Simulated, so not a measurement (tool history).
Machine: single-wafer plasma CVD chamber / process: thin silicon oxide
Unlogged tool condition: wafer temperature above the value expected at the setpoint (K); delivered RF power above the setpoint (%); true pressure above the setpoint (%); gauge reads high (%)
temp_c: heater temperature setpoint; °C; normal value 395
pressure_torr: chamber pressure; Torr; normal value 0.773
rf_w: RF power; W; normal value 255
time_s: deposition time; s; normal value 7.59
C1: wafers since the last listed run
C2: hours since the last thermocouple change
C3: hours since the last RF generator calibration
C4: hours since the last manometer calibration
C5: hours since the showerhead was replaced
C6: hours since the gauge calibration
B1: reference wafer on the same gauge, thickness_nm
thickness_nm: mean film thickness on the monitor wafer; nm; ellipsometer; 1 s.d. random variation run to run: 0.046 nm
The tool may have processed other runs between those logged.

run 1 hour=0.0 | temp_c=395 pressure_torr=0.719 rf_w=255 time_s=7.59 | C1=0 C2=2476.5 C3=2164.6 C4=1082.2 C5=13.1 C6=1959.8 | B1=13.416 | thickness_nm=11.392
run 2 hour=97.7 | temp_c=395 pressure_torr=0.719 rf_w=255 time_s=7.59 | C1=5004 C2=2574.2 C3=2262.3 C4=1179.9 C5=110.8 C6=2057.5 | B1=13.404 | thickness_nm=11.309
-- hour=140.8 thermocouple changed; heater temperature recalibrated
run 3 hour=172.1 | temp_c=406 pressure_torr=0.773 rf_w=255 time_s=7.59 | C1=3401 C2=31.3 C3=2336.7 C4=1254.3 C5=185.2 C6=2131.9 | B1=13.410 | thickness_nm=12.051
-- hour=202.8 capacitance manometer re-zeroed and calibrated
run 4 hour=219.7 | temp_c=406 pressure_torr=0.773 rf_w=255 time_s=7.59 | C1=2028 C2=78.9 C3=2384.3 C4=16.9 C5=232.8 C6=2179.5 | B1=13.426 | thickness_nm=12.077
run 5 hour=301.3 | temp_c=406 pressure_torr=0.773 rf_w=255 time_s=7.59 | C1=4180 C2=160.5 C3=2465.9 C4=98.5 C5=314.4 C6=2261.1 | B1=13.387 | thickness_nm=12.071
-- hour=324.5 RF generator calibrated
run 6 hour=344.8 | temp_c=395 pressure_torr=0.773 rf_w=255 time_s=6.46 | C1=1818 C2=204.0 C3=20.3 C4=142.0 C5=357.9 C6=2304.6 | B1=13.410 | thickness_nm=10.640
run 7 hour=400.8 | temp_c=395 pressure_torr=0.713 rf_w=255 time_s=7.59 | C1=2868 C2=260.0 C3=76.3 C4=198.0 C5=413.9 C6=2360.6 | B1=13.408 | thickness_nm=11.502
run 8 hour=489.2 | temp_c=389 pressure_torr=0.857 rf_w=255 time_s=7.02 | C1=4528 C2=348.4 C3=164.7 C4=286.4 C5=502.3 C6=2449.0 | B1=13.400 | thickness_nm=12.766
run 9 hour=527.7 | temp_c=395 pressure_torr=0.773 rf_w=300 time_s=7.59 | C1=1972 C2=386.9 C3=203.2 C4=324.9 C5=540.8 C6=2487.5 | B1=13.392 | thickness_nm=13.146
run 10 hour=611.9 | temp_c=395 pressure_torr=0.773 rf_w=285 time_s=7.59 | C1=4313 C2=471.1 C3=287.4 C4=409.1 C5=625.0 C6=2571.7 | B1=13.384 | thickness_nm=12.911
run 11 hour=685.4 | temp_c=395 pressure_torr=0.773 rf_w=255 time_s=7.59 | C1=3765 C2=544.6 C3=360.9 C4=482.6 C5=698.5 C6=2645.2 | B1=13.400 | thickness_nm=12.447
run 12 hour=782.2 | temp_c=382 pressure_torr=0.773 rf_w=255 time_s=8.14 | C1=4958 C2=641.4 C3=457.7 C4=579.4 C5=795.3 C6=2742.0 | B1=13.392 | thickness_nm=13.547
run 13 hour=822.8 | temp_c=395 pressure_torr=0.891 rf_w=255 time_s=7.59 | C1=2079 C2=682.0 C3=498.3 C4=620.0 C5=835.9 C6=2782.6 | B1=13.377 | thickness_nm=14.186
run 14 hour=872.1 | temp_c=386 pressure_torr=0.773 rf_w=280 time_s=6.17 | C1=2525 C2=731.3 C3=547.6 C4=669.3 C5=885.2 C6=2831.9 | B1=13.391 | thickness_nm=10.589
run 15 hour=969.6 | temp_c=391 pressure_torr=0.930 rf_w=295 time_s=7.59 | C1=4994 C2=828.8 C3=645.1 C4=766.8 C5=982.7 C6=2929.4 | B1=13.388 | thickness_nm=15.556
run 16 hour=1120.7 | temp_c=387 pressure_torr=0.773 rf_w=295 time_s=7.59 | C1=7740 C2=979.9 C3=796.2 C4=917.9 C5=1133.8 C6=3080.5 | B1=13.409 | thickness_nm=13.143
-- hour=1163.1 gauge calibrated
run 17 hour=1178.6 | temp_c=395 pressure_torr=0.773 rf_w=270 time_s=8.16 | C1=2966 C2=1037.8 C3=854.1 C4=975.8 C5=1191.7 C6=15.5 | B1=13.404 | thickness_nm=13.616
run 18 hour=1250.4 | temp_c=395 pressure_torr=0.773 rf_w=255 time_s=7.59 | C1=3678 C2=1109.6 C3=925.9 C4=1047.6 C5=1263.5 C6=87.3 | B1=13.418 | thickness_nm=12.383
run 19 hour=1295.7 | temp_c=395 pressure_torr=0.773 rf_w=255 time_s=7.59 | C1=2320 C2=1154.9 C3=971.2 C4=1092.9 C5=1308.8 C6=132.6 | B1=13.398 | thickness_nm=12.442
run 20 hour=1368.4 | temp_c=395 pressure_torr=0.773 rf_w=255 time_s=7.59 | C1=3724 C2=1227.6 C3=1043.9 C4=1165.6 C5=1381.5 C6=205.3 | B1=13.392 | thickness_nm=12.351
-- hour=1428.7 capacitance manometer re-zeroed and calibrated
run 21 hour=1447.6 | temp_c=395 pressure_torr=0.773 rf_w=255 time_s=7.59 | C1=3647 C2=1306.8 C3=1123.1 C4=18.9 C5=1460.7 C6=284.5 | B1=13.405 | thickness_nm=12.376
run 22 hour=1541.5 | temp_c=395 pressure_torr=0.859 rf_w=255 time_s=8.70 | C1=4810 C2=1400.7 C3=1217.0 C4=112.8 C5=1554.6 C6=378.4 | B1=13.428 | thickness_nm=15.721
run 23 hour=1619.5 | temp_c=395 pressure_torr=0.773 rf_w=255 time_s=7.59 | C1=3995 C2=1478.7 C3=1295.0 C4=190.8 C5=1632.6 C6=456.4 | B1=13.404 | thickness_nm=12.434
run 24 hour=1690.3 | temp_c=403 pressure_torr=0.773 rf_w=255 time_s=8.83 | C1=3626 C2=1549.5 C3=1365.8 C4=261.6 C5=1703.4 C6=527.2 | B1=13.383 | thickness_nm=14.195
run 25 hour=1792.6 | temp_c=395 pressure_torr=0.773 rf_w=255 time_s=7.59 | C1=5240 C2=1651.8 C3=1468.1 C4=363.9 C5=1805.7 C6=629.5 | B1=13.386 | thickness_nm=12.333
run 26 hour=1850.0 | temp_c=410 pressure_torr=0.773 rf_w=280 time_s=7.14 | C1=2940 C2=1709.2 C3=1525.5 C4=421.3 C5=1863.1 C6=686.9 | B1=13.402 | thickness_nm=11.784
run 27 hour=1913.5 | temp_c=385 pressure_torr=0.961 rf_w=300 time_s=7.59 | C1=3252 C2=1772.7 C3=1589.0 C4=484.8 C5=1926.6 C6=750.4 | B1=13.391 | thickness_nm=15.896
run 28 hour=1952.6 | temp_c=395 pressure_torr=0.773 rf_w=255 time_s=8.65 | C1=2003 C2=1811.8 C3=1628.1 C4=523.9 C5=1965.7 C6=789.5 | B1=13.410 | thickness_nm=14.116

Here are 4 independent what-if runs from the current tool condition. What would each one return?
run A hour=1953.0 | temp_c=395 pressure_torr=0.773 rf_w=255 time_s=7.59 | C1=20 C2=1812.2 C3=1628.5 C4=524.3 C5=1966.1 C6=789.9 | B1=? | thickness_nm=?
run B hour=1953.0 | temp_c=395 pressure_torr=0.959 rf_w=255 time_s=7.59 | C1=20 C2=1812.2 C3=1628.5 C4=524.3 C5=1966.1 C6=789.9 | B1=? | thickness_nm=?
run C hour=1953.0 | temp_c=402 pressure_torr=0.773 rf_w=255 time_s=7.59 | C1=20 C2=1812.2 C3=1628.5 C4=524.3 C5=1966.1 C6=789.9 | B1=? | thickness_nm=?
run D hour=1953.0 | temp_c=405 pressure_torr=0.897 rf_w=225 time_s=8.87 | C1=20 C2=1812.2 C3=1628.5 C4=524.3 C5=1966.1 C6=789.9 | B1=? | thickness_nm=?

run=A B1=13.396 thickness_nm=12.279
run=B B1=13.396 thickness_nm=14.884
run=C B1=13.396 thickness_nm=12.215
run=D B1=13.396 thickness_nm=15.583
What these runs would have given with no unlogged condition in the tool:
run=A thickness_nm=12.527
run=B thickness_nm=15.184
run=C thickness_nm=12.462
run=D thickness_nm=15.905

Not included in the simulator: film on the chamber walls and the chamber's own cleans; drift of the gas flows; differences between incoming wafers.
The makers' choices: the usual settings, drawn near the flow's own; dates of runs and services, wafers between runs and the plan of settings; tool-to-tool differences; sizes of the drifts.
